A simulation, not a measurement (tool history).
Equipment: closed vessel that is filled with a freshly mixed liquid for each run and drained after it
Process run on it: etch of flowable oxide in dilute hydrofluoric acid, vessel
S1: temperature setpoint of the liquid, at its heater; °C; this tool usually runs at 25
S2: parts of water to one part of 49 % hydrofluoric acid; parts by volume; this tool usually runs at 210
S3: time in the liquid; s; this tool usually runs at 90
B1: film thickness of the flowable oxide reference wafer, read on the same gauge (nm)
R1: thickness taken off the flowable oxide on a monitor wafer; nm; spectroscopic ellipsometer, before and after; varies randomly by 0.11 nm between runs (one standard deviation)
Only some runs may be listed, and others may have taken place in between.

run   hour    S1   S2   S3     B1     R1
  1      0    25  210   90  90.02  11.61
  2   13.6    25  210   90  90.02  11.56
  3   23.7    25  210   90  89.98  11.21
  4   38.8    25  210   90  89.98  11.49
  5   45.1    25  210   90  90.01  11.54
  6     55    25  210   90  90.02  11.27
  7     70    25  210   90  90.01  11.39
  8   77.7    25  210   90  90.05  11.31
  9   85.1    25  210   90  90.01  11.65
 10     99    25  210   60  89.99   7.71
 11    117    25  210   60  90.01   7.53
 12  134.9    25  245   90  89.98   9.26
 13  157.3    25  210   90  90.01  11.53
 14  165.2    25  210   90  90.01  11.29
     179.6  -- hydrofluoric acid flow meter replaced
 15  180.1    23  175   90  89.98  13.19
 16  185.1    29  310  130  89.99  11.62
 17  196.4    25  210   90     90   11.3
 18  205.7  28.5  210   90  89.99  12.79
 19  216.7    25  210   90  89.96  11.36
     227.3  -- gauge calibrated
 20  228.4  26.5  210   90  90.01  11.99
       245  -- thermometer replaced
 21  245.5    25  275  120     90  11.69
 22  254.7  29.5  115   90  90.06  29.93
 23  265.7    23  305   40  89.98   3.19
 24  282.2  28.5  125   55  89.96  15.69
 25  324.2    25  210   90  90.03  12.37
 26    341    23  210   55  89.95   6.97
 27  353.3    20  180  130     90  17.73
 28    361    25  210   90  90.02  12.49
 29  374.6    20  260   90  90.06    7.9
 30  388.8    22  165  145  89.99  23.33
 31  406.6    22  240   50  90.04   5.18
 32  416.1    25  210   90  90.01  12.05
 33  427.6    25  210   90  89.98  12.14
 34  435.1  26.5  210   70  90.02   9.94
 35  449.3  28.5  155  110  90.04  24.82

Each row is a separate what-if for the run after 35, all from the same tool condition, not one after another. Results?
  A   450    25  210  90   ?   ?
  B   450  22.5  245  35   ?   ?
  C   450  21.5  210  90   ?   ?

run     B1     R1
  A  90.03  12.16
  B  90.03   3.57
  C  90.03  10.67
What these runs would have given with no unlogged condition in the tool:
run     R1
  A  12.44
  B   3.65
  C  10.93
